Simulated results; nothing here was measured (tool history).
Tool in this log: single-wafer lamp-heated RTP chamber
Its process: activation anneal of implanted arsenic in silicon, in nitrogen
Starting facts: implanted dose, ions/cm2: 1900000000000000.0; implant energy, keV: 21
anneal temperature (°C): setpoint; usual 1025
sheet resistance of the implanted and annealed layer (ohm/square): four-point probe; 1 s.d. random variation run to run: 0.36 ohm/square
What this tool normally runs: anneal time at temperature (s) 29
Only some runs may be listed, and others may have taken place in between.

run,hour,anneal temperature (°C),anneal time at temperature (s),"read-back reference wafer on the same gauge, sheet resistance",sheet resistance of the implanted and annealed layer (ohm/square)
1,0.0,1025,29,99.42,87.87
# hour 31.0: pyrometer window cleaned and pyrometer calibrated
2,41.4,1025,29,99.33,90.06
3,133.9,1025,29,99.37,88.24
4,236.9,1025,29,99.38,87.99
5,315.6,1025,29,99.43,87.68
6,357.3,1001,29,99.36,97.58
7,405.9,1025,29,99.50,86.43
8,459.1,1025,29,99.44,85.97
9,515.1,1025,29,99.41,86.52
10,590.3,1025,29,99.50,85.95
# hour 610.7: pyrometer window cleaned and pyrometer calibrated
11,690.7,1025,42,99.38,82.68
12,771.2,1025,42,99.40,81.96
13,869.0,1025,42,99.42,80.97
14,936.6,1025,29,99.26,86.29
# hour 956.3: gauge calibrated
15,1041.3,1051,36,99.37,73.33
16,1138.9,996,19,99.42,105.79
# hour 1205.8: pyrometer window cleaned and pyrometer calibrated
17,1222.3,1052,41,99.39,72.84
# hour 1268.0: reflector plate cleaned
18,1304.6,1025,29,99.40,88.99
19,1341.8,1025,29,99.36,89.30
20,1462.1,996,19,99.37,108.51
21,1548.2,1011,24,99.43,97.50
22,1598.2,997,39,99.42,96.04
23,1655.7,1025,18,99.47,94.62
24,1694.0,1025,29,99.41,87.51
25,1765.8,1043,40,99.36,76.21
# hour 1789.4: pyrometer window cleaned and pyrometer calibrated
26,1836.0,1038,44,99.40,77.65
27,1914.7,1044,44,99.33,74.77
28,1987.4,1000,35,99.42,96.65

Each row is a separate what-if for the run after 28, all from the same tool condition, not one after another. Results?
A,1987.8,1025,29,?,?
B,1987.8,1004,21,?,?
C,1987.8,1046,15,?,?

run,"read-back reference wafer on the same gauge, sheet resistance",sheet resistance of the implanted and annealed layer (ohm/square)
A,99.36,87.41
B,99.36,101.83
C,99.36,89.24
Without the tool's unlogged condition, the same runs would have read:
run,sheet resistance of the implanted and annealed layer (ohm/square)
A,91.68
B,106.46
C,93.23
